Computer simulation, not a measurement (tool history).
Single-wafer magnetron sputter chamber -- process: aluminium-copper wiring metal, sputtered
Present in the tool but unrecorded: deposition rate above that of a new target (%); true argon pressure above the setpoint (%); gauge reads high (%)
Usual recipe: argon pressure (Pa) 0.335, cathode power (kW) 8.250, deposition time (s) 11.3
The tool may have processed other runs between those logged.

run    hour  argon pressure (Pa)  cathode power (kW)  deposition time (s)  wafers since the last listed run  wafers on the sputter target  hours since the last manometer calibration  hours since the magnet pack was replaced  hours since the gauge calibration  read-back reference wafer on the same gauge, thickness_nm  mean film thickness on the monitor wafer (angstrom)
  1     0.0                0.335               8.250                 11.3                                 0                          9900                                       931.1                                    3967.1                              742.8                                                    214.364                                              1775.57
  2    86.6                0.335               8.250                 11.3                              4887                         14788                                      1017.7                                    4053.7                              829.4                                                    213.938                                              1770.54
  3   150.0                0.335               8.250                 11.3                              3578                         18366                                      1081.1                                    4117.1                              892.8                                                    214.089                                              1765.56
  4   241.3                0.335               8.250                 11.3                              5153                         23520                                      1172.4                                    4208.4                              984.1                                                    214.073                                              1748.91
      281.5  -- gauge calibrated
      283.8  -- sputter target and shields replaced
  5   285.3                0.335               8.250                 11.3                              2031                            87                                      1216.4                                    4252.4                                3.8                                                    214.008                                              1792.52
  6   551.2                0.335               8.250                 11.3                             15007                         15094                                      1482.3                                    4518.3                              269.7                                                    214.036                                              1771.53
  7   628.2                0.436               8.250                 11.3                              4346                         19440                                      1559.3                                    4595.3                              346.7                                                    213.910                                              1682.39
      696.0  -- sputter target and shields replaced
  8   714.6                0.335               8.250                 10.3                              4425                          1052                                      1645.7                                    4681.7                              433.1                                                    213.883                                              1640.34
  9   759.3                0.335               8.250                 10.3                              2522                          3575                                      1690.4                                    4726.4                              477.8                                                    214.002                                              1629.95
 10   807.6                0.335               9.650                 10.1                              2726                          6301                                      1738.7                                    4774.7                              526.1                                                    214.067                                              1879.13
 11   873.8                0.335               8.250                 12.7                              3736                         10037                                      1804.9                                    4840.9                              592.3                                                    213.915                                              2003.04
 12   943.1                0.335               8.250                 12.7                              3911                         13949                                      1874.2                                    4910.2                              661.6                                                    213.857                                              1992.16
 13  1024.5                0.335               8.250                 12.6                              4594                         18543                                      1955.6                                    4991.6                              743.0                                                    214.118                                              1969.86
 14  1130.4                0.335               8.250                 12.6                              5977                         24520                                      2061.5                                    5097.5                              848.9                                                    214.161                                              1941.67
     1178.9  -- sputter target and shields replaced
 15  1198.6                0.335               8.250                 12.6                              3397                          1109                                      2129.7                                    5165.7                              917.1                                                    213.971                                              1999.58
 16  1291.1                0.441               9.100                 13.6                              5220                          6330                                      2222.2                                    5258.2                             1009.6                                                    214.149                                              2258.32
 17  1347.7                0.335               8.250                 11.3                              3194                          9525                                      2278.8                                    5314.8                             1066.2                                                    214.054                                              1779.61
 18  1408.4                0.402               6.300                  9.2                              3426                         12951                                      2339.5                                    5375.5                             1126.9                                                    213.852                                              1068.63
     1465.1  -- capacitance manometer re-zeroed and calibrated
 19  1469.7                0.335               9.200                 11.3                              3008                         15959                                         4.6                                    5436.8                             1188.2                                                    213.961                                              1964.24
     1501.6  -- gauge calibrated
 20  1516.8                0.223               8.850                  9.8                              2658                         18617                                        51.7                                    5483.9                               15.2                                                    213.834                                              1718.74
     1573.3  -- magnet pack replaced, of another model than before
     1596.2  -- sputter target and shields replaced
 21  1624.3                0.335               8.250                 11.3                              5164                          1584                                       159.2                                      51.0                              122.7                                                    214.070                                              1785.81
 22  1670.1                0.409               9.350                  9.1                              2585                          4169                                       205.0                                      96.8                              168.5                                                    214.218                                              1549.75
 23  1706.7                0.389               6.800                 12.7                              2065                          6235                                       241.6                                     133.4                              205.1                                                    214.121                                              1587.67
 24  1760.3                0.386               8.250                 11.3                              3025                          9260                                       295.2                                     187.0                              258.7                                                    213.764                                              1707.74
 25  1864.5                0.335               7.250                 11.3                              5881                         15141                                       399.4                                     291.2                              362.9                                                    213.981                                              1557.33
 26  1960.5                0.415               6.900                  9.9                              5418                         20559                                       495.4                                     387.2                              458.9                                                    213.863                                              1217.51
     2024.0  -- sputter target and shields replaced
 27  2062.5                0.335              10.100                 13.4                              5305                          2171                                       597.4                                     489.2                              560.9                                                    213.991                                              2594.32
 28  2145.4                0.393               8.250                 10.0                              4679                          6850                                       680.3                                     572.1                              643.8                                                    214.002                                              1514.94
 29  2201.8                0.273               6.400                 10.4                              3183                         10033                                       736.7                                     628.5                              700.2                                                    213.912                                              1315.27
 30  2306.5                0.335               8.250                 11.3                              5909                         15943                                       841.4                                     733.2                              804.9                                                    214.165                                              1766.95

Alternative continuations, all from the tool just after run 30; predict every row:
  A  2306.9                0.335               8.250                 11.3                                22                         15965                                       841.8                                     733.6                              805.3                                                          ?                                                    ?
  B  2306.9                0.468               9.650                 10.7                                22                         15965                                       841.8                                     733.6                              805.3                                                          ?                                                    ?
  C  2306.9                0.275               9.450                 12.1                                22                         15965                                       841.8                                     733.6                              805.3                                                          ?                                                    ?

run  read-back reference wafer on the same gauge, thickness_nm  mean film thickness on the monitor wafer (angstrom)
  A                                                    213.826                                              1765.11
  B                                                    213.826                                              1789.32
  C                                                    213.826                                              2255.50
What these runs would have given with no unlogged condition in the tool:
run  mean film thickness on the monitor wafer (angstrom)
  A                                              1800.88
  B                                              1825.58
  C                                              2301.21
